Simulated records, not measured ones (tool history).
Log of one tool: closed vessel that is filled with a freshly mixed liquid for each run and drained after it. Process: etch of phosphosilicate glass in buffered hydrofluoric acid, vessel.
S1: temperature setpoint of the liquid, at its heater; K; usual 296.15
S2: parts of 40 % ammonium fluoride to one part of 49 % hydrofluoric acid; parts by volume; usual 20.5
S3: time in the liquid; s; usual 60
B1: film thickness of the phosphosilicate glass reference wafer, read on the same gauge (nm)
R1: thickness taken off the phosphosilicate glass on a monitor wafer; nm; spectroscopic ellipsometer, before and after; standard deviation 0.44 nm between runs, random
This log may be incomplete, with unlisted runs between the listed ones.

run	hour	S1	S2	S3	B1	R1
1	0	296.15	20.5	60	150.01	158.29
2	17.1	296.15	20.5	60	150	159.02
3	25.6	296.15	20.5	60	150.02	159.48
4	39.9	296.15	20.5	60	150.01	158.93
5	52.2	296.15	20.5	60	150.01	158.72
6	61.7	296.15	20.5	60	149.98	159.02
7	68.5	296.15	20.5	60	150	158.38
8	84.1	296.15	20.5	60	150.01	159.27
9	93.8	296.15	20.5	60	150.01	159.39
10	131.9	296.15	20.5	60	150.01	160.11
11	145.1	296.15	20.5	60	150	160.06
12	152.5	296.15	25.5	60	150	136.91
13	162.1	296.15	25.5	60	149.99	137.38
14	168.8	296.15	25.5	60	149.99	137.63
15	179	298.65	20.5	60	149.98	182.34
# hour 186.2: gauge calibrated
16	189.7	294.15	20.5	60	150	143.29
17	198.3	297.65	20.5	30	149.99	86.46
18	209.1	299.65	17.5	40	150	143.01
19	218.9	296.15	20.5	60	150.01	159.92
20	236.3	296.15	25.5	60	150	138.21
# hour 244.3: hydrofluoric acid flow meter replaced
21	253.6	296.15	20.5	60	150.01	174.72
22	259.7	296.15	14.5	60	150.01	242.92
# hour 271: thermometer replaced
23	275.8	299.65	26.5	30	149.99	78.7
24	290.7	299.65	20.5	60	150	187.07
25	308.1	296.15	20.5	35	149.97	90.49
26	323.9	296.15	20.5	60	149.97	155.33
27	333.1	296.15	27.5	70	149.99	147.74
28	341.2	298.65	14.5	60	150	248.56

Run 29 has not been measured yet. What should we expect?
29	350.3	297.65	17.5	75	?	?

Run 29 yielded B1 150, R1 243.2 nm.
The same run, on a tool lacking any hidden state, would have yielded R1 240.48 nm.
